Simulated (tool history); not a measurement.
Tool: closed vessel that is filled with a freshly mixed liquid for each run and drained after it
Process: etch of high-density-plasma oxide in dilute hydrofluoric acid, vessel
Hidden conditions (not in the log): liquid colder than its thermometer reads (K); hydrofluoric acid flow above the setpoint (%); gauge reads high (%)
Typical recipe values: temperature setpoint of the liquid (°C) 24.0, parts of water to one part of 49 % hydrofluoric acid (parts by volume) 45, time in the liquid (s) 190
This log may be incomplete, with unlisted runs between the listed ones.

run   hour  temperature setpoint of the liquid (°C)  parts of water to one part of 49 % hydrofluoric acid (parts by volume)  time in the liquid (s)  wafers since the last listed run  hours since the thermometer was replaced  hours since the hydrofluoric acid flow meter was replaced  hours since the gauge calibration  read-back film thickness of the high-density-plasma oxide reference wafer, read on the same gauge (nm)  thickness taken off the high-density-plasma oxide on a monitor wafer (angstrom)
  1    0.0                                     24.0                                                                      45                     190                                 0                                     695.1                                                      585.0                              105.3                                                                                                   80.02                                                                            206.8
  2   10.8                                     24.0                                                                      45                     190                              1202                                     705.9                                                      595.8                              116.1                                                                                                   80.04                                                                            206.0
  3   20.4                                     24.0                                                                      45                     190                              1069                                     715.5                                                      605.4                              125.7                                                                                                   79.99                                                                            207.0
  4   29.6                                     24.0                                                                      45                     190                              1024                                     724.7                                                      614.6                              134.9                                                                                                   80.02                                                                            206.8
  5   41.2                                     24.0                                                                      45                     190                              1292                                     736.3                                                      626.2                              146.5                                                                                                   80.03                                                                            206.8
  6   49.6                                     20.5                                                                      45                     130                               935                                     744.7                                                      634.6                              154.9                                                                                                   80.04                                                                            122.3
  7   62.6                                     24.0                                                                      45                     190                              1447                                     757.7                                                      647.6                              167.9                                                                                                   80.01                                                                            206.5
  8   74.0                                     24.0                                                                      45                     190                              1269                                     769.1                                                      659.0                              179.3                                                                                                   80.05                                                                            205.7
  9   85.6                                     24.0                                                                      45                     190                              1292                                     780.7                                                      670.6                              190.9                                                                                                   80.06                                                                            207.2
 10   97.1                                     24.0                                                                      45                     115                              1280                                     792.2                                                      682.1                              202.4                                                                                                   80.03                                                                            125.2
 11  113.4                                     24.0                                                                      45                     115                              1815                                     808.5                                                      698.4                              218.7                                                                                                   80.02                                                                            124.1
 12  128.5                                     24.0                                                                      60                     150                              1681                                     823.6                                                      713.5                              233.8                                                                                                   79.97                                                                            120.0
     134.4  -- hydrofluoric acid flow meter replaced
 13  134.9                                     24.0                                                                      45                     240                               601                                     830.0                                                        0.5                              240.2                                                                                                   80.03                                                                            230.0
 14  144.6                                     24.0                                                                      45                     270                              1080                                     839.7                                                       10.2                              249.9                                                                                                   79.98                                                                            259.7
 15  157.0                                     27.0                                                                      65                     250                              1381                                     852.1                                                       22.6                              262.3                                                                                                   79.98                                                                            183.2
     166.5  -- thermometer replaced
 16  173.0                                     24.0                                                                      45                     190                              1670                                       6.5                                                       38.6                              278.3                                                                                                   80.04                                                                            198.8
 17  184.8                                     24.0                                                                      25                     190                              1314                                      18.3                                                       50.4                              290.1                                                                                                   79.94                                                                            368.8
     216.6  -- gauge calibrated
 18  227.5                                     24.0                                                                      45                     190                              4755                                      61.0                                                       93.1                               10.9                                                                                                   79.97                                                                            200.4
 19  243.4                                     24.0                                                                      45                     115                              1770                                      76.9                                                      109.0                               26.8                                                                                                   80.02                                                                            120.3
 20  249.6                                     25.5                                                                      60                     190                               690                                      83.1                                                      115.2                               33.0                                                                                                   79.99                                                                            157.4
 21  257.0                                     19.0                                                                      40                     275                               824                                      90.5                                                      122.6                               40.4                                                                                                   80.04                                                                            263.1
 22  270.9                                     22.5                                                                      45                     190                              1548                                     104.4                                                      136.5                               54.3                                                                                                   79.98                                                                            187.6
 23  287.1                                     22.0                                                                      45                     140                              1804                                     120.6                                                      152.7                               70.5                                                                                                   80.00                                                                            136.2

Had the tool no unlogged condition, and each run kept its random variation, what would the results have been?
run  thickness taken off the high-density-plasma oxide on a monitor wafer (angstrom)
  1                                                                            204.9
  2                                                                            204.1
  3                                                                            205.0
  4                                                                            204.8
  5                                                                            204.7
  6                                                                            121.4
  7                                                                            204.4
  8                                                                            203.6
  9                                                                            205.0
 10                                                                            123.8
 11                                                                            122.7
 12                                                                            118.2
 13                                                                            257.7
 14                                                                            290.8
 15                                                                            203.9
 16                                                                            203.7
 17                                                                            378.2
 18                                                                            204.9
 19                                                                            123.0
 20                                                                            160.6
 21                                                                            269.4
 22                                                                            191.6
 23                                                                            139.1
